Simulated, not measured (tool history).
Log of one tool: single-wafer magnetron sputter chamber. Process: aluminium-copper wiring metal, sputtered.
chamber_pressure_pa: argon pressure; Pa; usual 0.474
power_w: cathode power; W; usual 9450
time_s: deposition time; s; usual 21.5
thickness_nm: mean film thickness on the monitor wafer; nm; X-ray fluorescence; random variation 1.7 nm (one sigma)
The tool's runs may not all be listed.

| run | hour | chamber_pressure_pa | power_w | time_s | wafers since the last listed run | wafers on the sputter target | hours since the last manometer calibration | hours since the magnet pack was replaced | hours since the gauge calibration | read-back reference wafer on the same gauge, thickness_nm | thickness_nm |
|---|---|---|---|---|---|---|---|---|---|---|---|
| 1 | 0.0 | 0.474 | 9450 | 20.2 | 0 | 10616 | 1991.1 | 4731.6 | 2337.0 | 278.581 | 305.576 |
| 2 | 105.6 | 0.474 | 9450 | 20.2 | 1969 | 12586 | 2096.7 | 4837.2 | 2442.6 | 278.647 | 299.980 |
| 3 | 147.8 | 0.527 | 9450 | 18.3 | 786 | 13373 | 2138.9 | 4879.4 | 2484.8 | 279.657 | 264.782 |
| 4 | 247.1 | 0.527 | 9450 | 18.3 | 1851 | 15225 | 2238.2 | 4978.7 | 2584.1 | 279.091 | 260.494 |
|  | 278.5 | sputter target and shields replaced |
| 5 | 297.7 | 0.474 | 9450 | 23.4 | 794 | 358 | 2288.8 | 5029.3 | 2634.7 | 279.116 | 363.141 |
| 6 | 507.2 | 0.474 | 9450 | 23.4 | 3906 | 4265 | 2498.3 | 5238.8 | 2844.2 | 279.404 | 361.680 |
| 7 | 562.8 | 0.474 | 9450 | 24.2 | 1036 | 5302 | 2553.9 | 5294.4 | 2899.8 | 279.322 | 372.138 |
| 8 | 653.6 | 0.474 | 9450 | 24.2 | 1693 | 6996 | 2644.7 | 5385.2 | 2990.6 | 278.900 | 366.944 |
| 9 | 760.9 | 0.474 | 10500 | 21.5 | 2001 | 8997 | 2752.0 | 5492.5 | 3097.9 | 278.811 | 358.013 |
| 10 | 833.9 | 0.553 | 11800 | 18.3 | 1361 | 10358 | 2825.0 | 5565.5 | 3170.9 | 279.216 | 323.332 |
| 11 | 910.8 | 0.474 | 7550 | 25.4 | 1434 | 11792 | 2901.9 | 5642.4 | 3247.8 | 279.106 | 302.803 |
|  | 935.9 | magnet pack replaced |
|  | 959.7 | capacitance manometer re-zeroed and calibrated |
| 12 | 960.2 | 0.474 | 11200 | 19.0 | 622 | 12415 | 0.5 | 24.3 | 3297.2 | 279.323 | 338.086 |
|  | 993.7 | sputter target and shields replaced |
| 13 | 1020.6 | 0.474 | 10700 | 20.2 | 977 | 500 | 60.9 | 84.7 | 3357.6 | 279.232 | 361.117 |
| 14 | 1062.7 | 0.423 | 9450 | 21.5 | 785 | 1286 | 103.0 | 126.8 | 3399.7 | 278.569 | 348.570 |
| 15 | 1173.1 | 0.474 | 9450 | 18.3 | 2058 | 3344 | 213.4 | 237.2 | 3510.1 | 279.143 | 290.810 |
| 16 | 1259.4 | 0.657 | 7900 | 19.5 | 1609 | 4954 | 299.7 | 323.5 | 3596.4 | 278.894 | 243.930 |
| 17 | 1354.6 | 0.474 | 9450 | 21.5 | 1775 | 6729 | 394.9 | 418.7 | 3691.6 | 279.201 | 336.367 |
|  | 1380.3 | gauge calibrated |
| 18 | 1413.6 | 0.474 | 11150 | 21.5 | 1100 | 7829 | 453.9 | 477.7 | 33.3 | 278.466 | 390.750 |
| 19 | 1458.5 | 0.474 | 9450 | 21.5 | 837 | 8667 | 498.8 | 522.6 | 78.2 | 278.788 | 334.830 |

The next listed run, before its measurement:
| 20 | 1506.7 | 0.474 | 9450 | 21.5 | 898 | 9566 | 547.0 | 570.8 | 126.4 | ? | ? |

read-back reference wafer on the same gauge, thickness_nm: 278.672
thickness_nm: 332.940 nm
Without the tool's hidden state the same run would have given thickness_nm 341.433 nm.
